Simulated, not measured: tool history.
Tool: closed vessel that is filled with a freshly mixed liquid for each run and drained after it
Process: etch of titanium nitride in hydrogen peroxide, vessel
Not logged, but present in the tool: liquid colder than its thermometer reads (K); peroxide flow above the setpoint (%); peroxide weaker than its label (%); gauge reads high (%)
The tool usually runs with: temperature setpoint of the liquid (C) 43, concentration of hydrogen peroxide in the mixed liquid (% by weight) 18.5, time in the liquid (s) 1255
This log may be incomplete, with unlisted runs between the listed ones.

| run | hour | temperature setpoint of the liquid (C) | concentration of hydrogen peroxide in the mixed liquid (% by weight) | time in the liquid (s) | wafers since the last listed run | hours since the thermometer was replaced | hours since the peroxide flow meter was replaced | hours since the drum of peroxide was connected | hours since the gauge calibration | read-back film thickness of the titanium nitride reference wafer, read on the same gauge (nm) | thickness taken off the titanium nitride on a monitor wafer (nm) |
|---|---|---|---|---|---|---|---|---|---|---|---|
| 1 | 0 | 43 | 17 | 770 | 0 | 802.3 | 182.4 | 743.9 | 433.6 | 100.03 | 11.36 |
| 2 | 45.7 | 43 | 20 | 1620 | 1635 | 848 | 228.1 | 789.6 | 479.3 | 100 | 24.59 |
| 3 | 85.4 | 43 | 20 | 1620 | 1420 | 887.7 | 267.8 | 829.3 | 519 | 100 | 24.56 |
| 4 | 140 | 43 | 20 | 1620 | 1953 | 942.3 | 322.4 | 883.9 | 573.6 | 100.01 | 24.53 |
| 5 | 199.9 | 43 | 18.5 | 1255 | 2143 | 1002.2 | 382.3 | 943.8 | 633.5 | 100.01 | 18.52 |
| 6 | 285.8 | 43 | 18.5 | 1255 | 3073 | 1088.1 | 468.2 | 1029.7 | 719.4 | 100.01 | 18.45 |
| 7 | 342.2 | 43 | 18.5 | 1255 | 2018 | 1144.5 | 524.6 | 1086.1 | 775.8 | 100 | 18.02 |
| 8 | 428 | 40 | 18.5 | 1255 | 3070 | 1230.3 | 610.4 | 1171.9 | 861.6 | 99.98 | 14.58 |
|  | 454.6 | new drum of peroxide connected |
|  | 507.1 | peroxide flow meter replaced |
| 9 | 517.9 | 43 | 18.5 | 810 | 3145 | 1320.2 | 10.8 | 63.3 | 951.5 | 99.97 | 11.74 |
| 10 | 584.8 | 43 | 18.5 | 810 | 2393 | 1387.1 | 77.7 | 130.2 | 1018.4 | 100.03 | 11.46 |
| 11 | 676.1 | 43 | 22.5 | 1770 | 3267 | 1478.4 | 169 | 221.5 | 1109.7 | 100.02 | 25.9 |
|  | 681.7 | thermometer replaced |
| 12 | 721.9 | 43 | 18.5 | 1255 | 1603 | 40.2 | 214.8 | 267.3 | 1155.5 | 100 | 16.86 |
| 13 | 779.6 | 43 | 15 | 1255 | 2064 | 97.9 | 272.5 | 325 | 1213.2 | 100 | 15.77 |
|  | 854.2 | gauge calibrated |
| 14 | 871.1 | 47 | 22.5 | 1255 | 3274 | 189.4 | 364 | 416.5 | 16.9 | 100.02 | 23.06 |
| 15 | 977.8 | 43 | 21 | 1645 | 3818 | 296.1 | 470.7 | 523.2 | 123.6 | 100.02 | 22.06 |
| 16 | 1021.9 | 46.5 | 14 | 1255 | 1578 | 340.2 | 514.8 | 567.3 | 167.7 | 99.98 | 19.84 |
|  | 1032.4 | thermometer replaced, repeated, since the last time left the tool worse |
| 17 | 1084.1 | 33.5 | 16 | 1255 | 2190 | 51.7 | 577 | 629.5 | 229.9 | 100.04 | 9.23 |
| 18 | 1156 | 48.5 | 18.5 | 1255 | 2572 | 123.6 | 648.9 | 701.4 | 301.8 | 99.99 | 29.75 |
| 19 | 1264 | 43 | 18.5 | 1255 | 3864 | 231.6 | 756.9 | 809.4 | 409.8 | 100.01 | 19.46 |
|  | 1311 | peroxide flow meter replaced |
|  | 1522.7 | new drum of peroxide connected |
| 20 | 1586.9 | 35 | 14 | 980 | 11483 | 554.5 | 275.9 | 64.2 | 732.7 | 99.99 | 7.45 |
| 21 | 1642.8 | 43 | 18.5 | 1255 | 2000 | 610.4 | 331.8 | 120.1 | 788.6 | 99.96 | 19 |
| 22 | 1736.9 | 35.5 | 23.5 | 925 | 3367 | 704.5 | 425.9 | 214.2 | 882.7 | 100.03 | 8.23 |
| 23 | 1857.5 | 43 | 18.5 | 1255 | 4315 | 825.1 | 546.5 | 334.8 | 1003.3 | 99.98 | 18.78 |
| 24 | 1946.6 | 43 | 14.5 | 1255 | 3188 | 914.2 | 635.6 | 423.9 | 1092.4 | 100.04 | 17.58 |
| 25 | 2006.4 | 43 | 21 | 1255 | 2139 | 974 | 695.4 | 483.7 | 1152.2 | 99.98 | 18.9 |
|  | 2072.7 | peroxide flow meter replaced |
| 26 | 2096.6 | 43 | 18.5 | 1255 | 3191 | 1064.2 | 23.9 | 573.9 | 1242.4 | 100.01 | 18.32 |
| 27 | 2176.3 | 43 | 18.5 | 1255 | 2852 | 1143.9 | 103.6 | 653.6 | 1322.1 | 100.03 | 18.21 |
| 28 | 2233.7 | 43 | 24 | 1255 | 2054 | 1201.3 | 161 | 711 | 1379.5 | 99.99 | 19.49 |

What if the next run were any one of these 5? Each begins from the tool's condition after run 28:
| A | 2234.7 | 43 | 18.5 | 1255 | 35 | 1202.3 | 162 | 712 | 1380.5 | ? | ? |
| B | 2234.7 | 53 | 16.5 | 1960 | 35 | 1202.3 | 162 | 712 | 1380.5 | ? | ? |
| C | 2234.7 | 33.5 | 18.5 | 1255 | 35 | 1202.3 | 162 | 712 | 1380.5 | ? | ? |
| D | 2234.7 | 36.5 | 20.5 | 1495 | 35 | 1202.3 | 162 | 712 | 1380.5 | ? | ? |
| E | 2234.7 | 35 | 14.5 | 1255 | 35 | 1202.3 | 162 | 712 | 1380.5 | ? | ? |

| run | read-back film thickness of the titanium nitride reference wafer, read on the same gauge (nm) | thickness taken off the titanium nitride on a monitor wafer (nm) |
|---|---|---|
| A | 100.01 | 17.96 |
| B | 100.01 | 57.19 |
| C | 100.01 | 8.53 |
| D | 100.01 | 13.21 |
| E | 100.01 | 9.14 |
With no hidden state in the tool, these same runs would have given:
| run | thickness taken off the titanium nitride on a monitor wafer (nm) |
|---|---|
| A | 19.51 |
| B | 61.8 |
| C | 9.32 |
| D | 14.4 |
| E | 9.97 |
